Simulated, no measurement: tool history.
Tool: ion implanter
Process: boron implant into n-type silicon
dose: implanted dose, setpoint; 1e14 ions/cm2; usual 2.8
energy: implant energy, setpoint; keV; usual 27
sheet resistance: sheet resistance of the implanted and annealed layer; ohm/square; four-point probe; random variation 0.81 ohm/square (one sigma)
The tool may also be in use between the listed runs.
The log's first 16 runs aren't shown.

run     day  dose  energy  wafers since the last listed run  hours since the last dose calibration  hours since the extraction supply was calibrated  hours since the gauge calibration  read-back reference wafer on the same gauge, sheet resistance  sheet resistance
 17   7.258   2.8      27                               181                                 1033.1                                            4172.1                              256.7                                                         336.89            319.96
 18   7.829   2.8      27                               296                                 1046.8                                            4185.8                              270.4                                                         336.72            321.73
 19     8.2  2.04    17.5                               192                                 1055.7                                            4194.7                              279.3                                                         337.12            436.95
 20   8.575  2.19    30.5                               194                                 1064.7                                            4203.7                              288.3                                                          337.6            385.13
 21   8.933  3.61    34.5                               185                                 1073.3                                            4212.3                              296.9                                                         337.13            253.81
 22   9.567  3.53    31.5                               328                                 1088.5                                            4227.5                              312.1                                                         337.47            261.94
     10.375  -- extraction supply calibrated
 23  10.396  2.48    31.5                               257                                 1108.4                                               0.5                                332                                                         337.18            346.91
 24  10.792  2.32      21                               205                                 1117.9                                                10                              341.5                                                         336.89            385.75
     11.242  -- gauge calibrated
 25  11.312  2.03      27                               270                                 1130.4                                              22.5                                1.7                                                         336.97             416.9
     12.038  -- Faraday cup replaced and dose calibrated
 26  12.058   2.8      27                               214                                    0.5                                              40.4                               19.6                                                         337.04            308.98
 27  12.071   2.8      27                                 6                                    0.8                                              40.7                               19.9                                                         336.69            309.18
 28  12.304   2.8    23.5                               121                                    6.4                                              46.3                               25.5                                                         337.19            315.34
 29  12.692  2.15      18                               201                                   15.7                                              55.6                               34.8                                                         337.07            400.31
 30  13.183   2.8      27                               255                                   27.5                                              67.4                               46.6                                                         336.78            308.63
 31  13.538   3.6      27                               183                                     36                                              75.9                               55.1                                                         336.93            251.79
 32  13.975   2.8      27                               227                                   46.5                                              86.4                               65.6                                                         337.07            309.04
 33  14.625   2.8      27                               337                                   62.1                                               102                               81.2                                                         337.19            308.59
 34  15.042   2.8      27                               216                                   72.1                                               112                               91.2                                                         337.28            310.39
 35  15.362  2.39    24.5                               166                                   79.8                                             119.7                               98.9                                                         337.37            355.77
 36  15.667     2      18                               157                                   87.1                                               127                              106.2                                                         336.89            426.75

3 ways to go on from here, each from the tool as it stands after run 36. What would each give?
  A  15.683   2.8      27                                 8                                   87.5                                             127.4                              106.6                                                              ?                 ?
  B  15.683   2.8    21.5                                 8                                   87.5                                             127.4                              106.6                                                              ?                 ?
  C  15.683   3.3    19.5                                 8                                   87.5                                             127.4                              106.6                                                              ?                 ?

run  read-back reference wafer on the same gauge, sheet resistance  sheet resistance
  A                                                            337            309.52
  B                                                            337            317.16
  C                                                            337            280.74
Without the tool's hidden state the same runs would have given:
run  sheet resistance
  A            310.96
  B            318.64
  C            282.04
